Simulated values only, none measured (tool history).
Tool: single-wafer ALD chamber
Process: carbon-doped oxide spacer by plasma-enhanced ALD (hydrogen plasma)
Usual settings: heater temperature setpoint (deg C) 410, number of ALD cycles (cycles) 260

run,hour,heater temperature setpoint (deg C),number of ALD cycles (cycles),"read-back reference wafer on the same gauge, thickness_nm",mean film thickness on the monitor wafer (angstrom)
1,0.0,410,260,12.104,128.57
2,22.9,410,260,12.104,129.00
3,41.1,410,260,12.100,128.36
4,72.8,410,260,12.107,128.71
5,91.1,420,260,12.102,124.17
6,192.0,420,260,12.098,125.07
7,217.2,420,260,12.101,124.23
8,232.2,410,260,12.109,129.14
9,258.7,410,260,12.104,129.17
10,329.1,410,260,12.102,128.93
11,344.8,410,260,12.100,129.35
12,368.2,410,260,12.101,129.00
13,392.4,410,260,12.104,129.38
14,420.8,410,301,12.099,150.01
15,451.6,410,301,12.097,149.52
16,471.9,410,301,12.098,149.62
17,500.9,410,260,12.099,128.51
18,529.2,403,260,12.102,131.00
19,550.7,403,260,12.099,130.97
20,577.9,403,260,12.098,131.25
21,590.3,410,260,12.106,129.22
22,623.0,410,260,12.101,129.62
23,637.1,423,280,12.100,132.81
24,657.1,410,232,12.102,115.54
25,669.2,405,223,12.101,113.08
26,697.5,421,290,12.101,138.76
27,709.6,405,223,12.096,112.81
28,727.1,410,260,12.102,128.79
29,755.4,400,260,12.101,128.22
30,769.7,410,228,12.101,108.65
31,786.4,410,232,12.101,110.52
32,811.6,421,228,12.096,103.87
33,839.1,410,260,12.094,124.09
34,858.8,399,227,12.098,112.23
35,883.7,414,278,12.103,130.69
36,900.4,423,236,12.105,107.81
37,923.4,410,260,12.102,124.88
38,1001.3,399,260,12.093,129.45
39,1023.2,406,260,12.100,129.56
40,1048.3,404,312,12.104,156.71
41,1068.3,410,232,12.103,113.99
42,1093.3,410,260,12.101,127.97
43,1112.9,410,279,12.100,137.48
44,1148.1,420,281,12.098,132.64
45,1169.9,410,232,12.104,113.86

Taken out of this log: 4 entries between the listed runs. Where each belongs, and how the hidden state differs across it:
Between runs 5 and 6: gauge calibrated (hour 164.0)
  wafer temperature above the value expected at the setpoint (K): -3.51 -> -3.68
  measured less the result without the state, mean film thickness on the monitor wafer (angstrom): +1.58 -> +1.66
Between runs 28 and 29: thermocouple changed; heater temperature recalibrated (hour 749.6)
  wafer temperature above the value expected at the setpoint (K): -4.21 -> 7.76
  measured less the result without the state, mean film thickness on the monitor wafer (angstrom): +1.88 -> -2.93
Between runs 35 and 36: gauge calibrated (hour 889.0)
  wafer temperature above the value expected at the setpoint (K): 6.81 -> 6.7
  measured less the result without the state, mean film thickness on the monitor wafer (angstrom): -3.26 -> -2.74
Between runs 38 and 39: thermocouple changed; heater temperature recalibrated, repeated, since the last time left the tool worse (hour 1014.1)
  wafer temperature above the value expected at the setpoint (K): 6.1 -> -0.275
  measured less the result without the state, mean film thickness on the monitor wafer (angstrom): -1.74 -> +0.12
